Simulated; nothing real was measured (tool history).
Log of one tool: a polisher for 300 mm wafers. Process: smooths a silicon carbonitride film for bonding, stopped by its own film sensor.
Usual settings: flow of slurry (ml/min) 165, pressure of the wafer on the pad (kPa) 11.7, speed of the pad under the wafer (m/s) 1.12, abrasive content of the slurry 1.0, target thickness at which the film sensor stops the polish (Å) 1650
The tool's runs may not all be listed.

run	day	flow of slurry (ml/min)	pressure of the wafer on the pad (kPa)	speed of the pad under the wafer (m/s)	abrasive content of the slurry	target thickness at which the film sensor stops the polish (Å)	incoming thickness of the incoming film, nm	time until the film sensor stopped the polish (s)
1	0.000	165	11.7	1.12	1.0	1590	199.6	175.9
2	0.962	165	11.7	1.12	1.0	1590	200.8	180.8
3	1.838	165	11.7	1.12	1.0	1650	203.7	167.5
4	2.383	165	11.7	1.12	1.0	1650	204.2	170.2
5	3.108	165	11.7	1.12	1.0	1650	202.5	164.9
6	4.275	165	11.7	1.12	1.0	1650	200.6	157.3
# day 4.479: worn pad replaced by a new one
# day 5.029: slurry nozzle cleaned
7	5.646	165	11.7	1.12	1.0	1650	202.8	168.0
# day 6.762: head pressure recalibrated
8	6.783	165	11.7	1.12	1.0	1650	198.1	148.8
9	7.800	180	11.7	1.12	1.0	1650	198.2	149.7
# day 8.142: slurry blender recalibrated
10	8.425	165	11.7	1.12	1.0	1650	197.4	162.6
# day 8.708: worn pad replaced by a new one
11	8.962	165	11.7	1.12	0.7	1650	199.1	198.1
12	9.662	165	11.7	1.12	1.3	1650	199.1	154.0
13	10.804	225	11.7	0.84	1.0	1650	199.6	186.8
# day 11.158: slurry blender recalibrated, repeated, since the last time left the tool worse
14	12.246	165	11.7	1.12	1.2	1750	199.3	96.9

Hidden state or all else? Some run-to-run changes of time until the film sensor stopped the polish (s), split into what the settings, what came in and random variation would give without the hidden state, and what is left for the hidden state (with any gauge scatter that isn't in both results):
The hidden state here: removal rate lost through wear of the pad, %; slurry flow missing at the pad, %; deviation of the head's pressure from its setpoint, %; abrasive missing from the slurry, %.
Run 13 -> 14: flow of slurry (ml/min) 225 -> 165, speed of the pad under the wafer (m/s) 0.84 -> 1.12, abrasive content of the slurry 1.0 -> 1.2, target thickness at which the film sensor stops the polish (Å) 1650 -> 1750, slurry blender recalibrated, repeated, since the last time left the tool worse. time until the film sensor stopped the polish (s) -89.9: hidden state -30.3, all else -59.6.

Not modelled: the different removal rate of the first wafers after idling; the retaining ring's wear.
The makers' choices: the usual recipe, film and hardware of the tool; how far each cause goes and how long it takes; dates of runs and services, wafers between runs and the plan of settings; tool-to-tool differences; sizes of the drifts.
